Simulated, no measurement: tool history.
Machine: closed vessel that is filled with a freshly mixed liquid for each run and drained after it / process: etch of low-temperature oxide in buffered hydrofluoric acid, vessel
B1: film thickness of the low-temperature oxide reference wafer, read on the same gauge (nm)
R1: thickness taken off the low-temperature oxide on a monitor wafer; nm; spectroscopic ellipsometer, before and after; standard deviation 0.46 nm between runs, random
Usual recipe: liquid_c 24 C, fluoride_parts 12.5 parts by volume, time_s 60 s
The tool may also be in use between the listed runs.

Run 1, hour 0.0: usual settings but fluoride_parts 15.5 parts by volume, time_s 85 s; B1 119.99. Result: R1 174.73 nm.
Run 2, hour 13.0: usual settings but liquid_c 26 C; B1 119.97. Result: R1 168.89 nm.
At hour 20.7: gauge calibrated.
Run 3, hour 27.9: usual settings; B1 119.98. Result: R1 153.61 nm.
Run 4, hour 45.5: usual settings; B1 120.01. Result: R1 154.53 nm.
Run 5, hour 54.2: usual settings but time_s 45 s; B1 119.98. Result: R1 115.19 nm.
At hour 57.9: thermometer replaced.
At hour 61.7: hydrofluoric acid flow meter replaced.
Run 6, hour 64.1: usual settings; B1 120.01. Result: R1 123.90 nm.
Run 7, hour 75.2: usual settings; B1 119.98. Result: R1 124.72 nm.
Run 8, hour 81.4: usual settings; B1 120.01. Result: R1 124.86 nm.

Run 9 has not been measured yet. What should we expect?
Run 9, hour 88.2: usual settings but liquid_c 28 C, fluoride_parts 17.5 parts by volume, time_s 45 s; B1 ?. Result: R1 ?.

B1: 119.99
R1: 83.32 nm
If the tool had no hidden condition, the same run with the same run-to-run variation would have returned R1 81.44 nm.

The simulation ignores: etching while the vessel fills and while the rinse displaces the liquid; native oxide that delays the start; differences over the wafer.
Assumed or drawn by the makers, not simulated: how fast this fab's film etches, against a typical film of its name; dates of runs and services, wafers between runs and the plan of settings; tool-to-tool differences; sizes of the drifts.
